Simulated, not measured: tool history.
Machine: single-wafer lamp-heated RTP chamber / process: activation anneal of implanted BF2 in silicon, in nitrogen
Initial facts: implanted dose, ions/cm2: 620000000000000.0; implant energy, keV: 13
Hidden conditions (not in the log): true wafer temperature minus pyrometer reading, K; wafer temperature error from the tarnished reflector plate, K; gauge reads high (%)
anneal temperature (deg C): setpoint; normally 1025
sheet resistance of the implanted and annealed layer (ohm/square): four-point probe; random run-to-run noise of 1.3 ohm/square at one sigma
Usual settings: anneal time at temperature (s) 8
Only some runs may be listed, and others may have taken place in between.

| run | day | anneal temperature (deg C) | anneal time at temperature (s) | wafers since the last listed run | wafers since the last pyrometer calibration | wafers since the reflector plate was cleaned | hours since the gauge calibration | read-back reference wafer on the same gauge, sheet resistance | sheet resistance of the implanted and annealed layer (ohm/square) |
|---|---|---|---|---|---|---|---|---|---|
| 1 | 0 | 1025 | 8 | 0 | 770 | 1866 | 120.2 | 271.63 | 257.47 |
| 2 | 0.392 | 1025 | 8 | 178 | 948 | 2044 | 129.6 | 271.72 | 253.99 |
| 3 | 0.65 | 1025 | 8 | 117 | 1066 | 2162 | 135.8 | 271.7 | 251.83 |
| 4 | 0.996 | 1025 | 8 | 157 | 1224 | 2320 | 144.1 | 271.36 | 253.51 |
| 5 | 1.442 | 1025 | 8 | 203 | 1428 | 2524 | 154.8 | 271.58 | 254.18 |
| 6 | 2.121 | 1006 | 8 | 310 | 1738 | 2834 | 171.1 | 271.8 | 271.17 |
| 7 | 2.833 | 1006 | 8 | 325 | 2064 | 3160 | 188.2 | 271.98 | 274.52 |
| 8 | 3.096 | 1025 | 8 | 119 | 2184 | 3280 | 194.5 | 272.13 | 252.59 |
| 9 | 3.354 | 1043 | 8 | 117 | 2302 | 3398 | 200.7 | 272.11 | 235.77 |
| 10 | 3.746 | 1043 | 8 | 178 | 2480 | 3576 | 210.1 | 272.44 | 237.99 |
| 11 | 4.133 | 1043 | 8 | 176 | 2657 | 3753 | 219.4 | 272.41 | 236.08 |
|  | 5.171 | reflector plate cleaned |
|  | 5.517 | pyrometer window cleaned and pyrometer calibrated |
| 12 | 5.538 | 1025 | 8 | 336 | 9 | 15 | 253.1 | 271.51 | 246.66 |
| 13 | 5.554 | 1025 | 8 | 7 | 16 | 23 | 253.5 | 271.76 | 247.95 |
| 14 | 5.983 | 1025 | 8 | 196 | 212 | 219 | 263.8 | 271.52 | 246.59 |
| 15 | 6.55 | 1025 | 11 | 258 | 471 | 478 | 277.4 | 271.66 | 241.36 |
| 16 | 7.183 | 1025 | 11 | 289 | 760 | 767 | 292.6 | 272.15 | 237.85 |
| 17 | 7.771 | 1025 | 8 | 268 | 1029 | 1035 | 306.7 | 272.05 | 246.39 |
| 18 | 8.379 | 1050 | 10 | 277 | 1307 | 1313 | 321.3 | 272.38 | 222.59 |
| 19 | 8.654 | 996 | 10 | 125 | 1432 | 1439 | 327.9 | 272.18 | 270.36 |
| 20 | 9.075 | 998 | 5 | 192 | 1625 | 1631 | 338 | 272.15 | 286.16 |
|  | 9.579 | reflector plate cleaned, repeated, since the last time left the tool worse |
| 21 | 9.6 | 1042 | 9 | 87 | 1712 | 10 | 350.6 | 271.58 | 238.23 |
|  | 10.862 | gauge calibrated |
| 22 | 11.471 | 1025 | 8 | 854 | 2567 | 864 | 14.6 | 272.02 | 258.77 |
| 23 | 12.175 | 1038 | 8 | 321 | 2888 | 1186 | 31.5 | 272 | 244.81 |
|  | 12.858 | pyrometer window cleaned and pyrometer calibrated |
| 24 | 12.879 | 1025 | 8 | 169 | 10 | 1355 | 48.4 | 272.34 | 257.1 |
| 25 | 13.483 | 1025 | 6 | 275 | 286 | 1631 | 62.9 | 272.57 | 264.44 |
| 26 | 13.946 | 1025 | 4 | 211 | 497 | 1843 | 74 | 271.55 | 269.75 |
| 27 | 14.629 | 1001 | 6 | 312 | 809 | 2155 | 90.4 | 272.07 | 289.12 |
| 28 | 15.279 | 1054 | 10 | 296 | 1106 | 2452 | 106 | 272.1 | 224.29 |
| 29 | 15.804 | 1054 | 5 | 239 | 1346 | 2691 | 118.6 | 272.05 | 238.64 |
| 30 | 16.333 | 1038 | 11 | 241 | 1588 | 2933 | 131.3 | 272.18 | 234.49 |
| 31 | 16.992 | 1006 | 5 | 300 | 1888 | 3234 | 147.1 | 271.78 | 288.55 |
| 32 | 17.45 | 996 | 12 | 209 | 2098 | 3443 | 158.1 | 272.39 | 271.92 |
| 33 | 19.125 | 1035 | 6 | 765 | 2863 | 4208 | 198.3 | 271.56 | 248.15 |
|  | 19.667 | pyrometer window cleaned and pyrometer calibrated |
| 34 | 19.688 | 1006 | 8 | 104 | 9 | 4313 | 211.8 | 272.12 | 269.3 |
| 35 | 20.383 | 1000 | 8 | 317 | 327 | 4631 | 228.5 | 272.67 | 274.49 |
|  | 20.779 | reflector plate cleaned |
| 36 | 20.996 | 1054 | 13 | 127 | 455 | 99 | 243.2 | 272.21 | 219.17 |
| 37 | 21.279 | 1033 | 12 | 129 | 584 | 228 | 250 | 272.6 | 240.84 |
| 38 | 22.012 | 997 | 11 | 334 | 919 | 563 | 267.6 | 271.74 | 277.95 |

Measured minus without-hidden-state, run by run (identical run-to-run variation in each term; gauge scatter may differ):
| run | sheet resistance of the implanted and annealed layer (ohm/square) |
|---|---|
| 1 | -1.58 |
| 2 | -1.76 |
| 3 | -1.88 |
| 4 | -2.09 |
| 5 | -2.38 |
| 6 | -3.42 |
| 7 | -4.12 |
| 8 | -3.58 |
| 9 | -3.32 |
| 10 | -3.65 |
| 11 | -3.93 |
| 12 | -9.04 |
| 13 | -9.09 |
| 14 | -9.06 |
| 15 | -8.89 |
| 16 | -8.87 |
| 17 | -9.38 |
| 18 | -7.65 |
| 19 | -13.01 |
| 20 | -14.74 |
| 21 | -0.23 |
| 22 | -0.47 |
| 23 | -0.58 |
| 24 | -0.87 |
| 25 | -1.17 |
| 26 | -1.45 |
| 27 | -2.4 |
| 28 | -1.58 |
| 29 | -2.03 |
| 30 | -2.47 |
| 31 | -4.56 |
| 32 | -4.96 |
| 33 | -4.99 |
| 34 | -7.01 |
| 35 | -8.77 |
| 36 | -0.31 |
| 37 | -0.4 |
| 38 | -0.71 |

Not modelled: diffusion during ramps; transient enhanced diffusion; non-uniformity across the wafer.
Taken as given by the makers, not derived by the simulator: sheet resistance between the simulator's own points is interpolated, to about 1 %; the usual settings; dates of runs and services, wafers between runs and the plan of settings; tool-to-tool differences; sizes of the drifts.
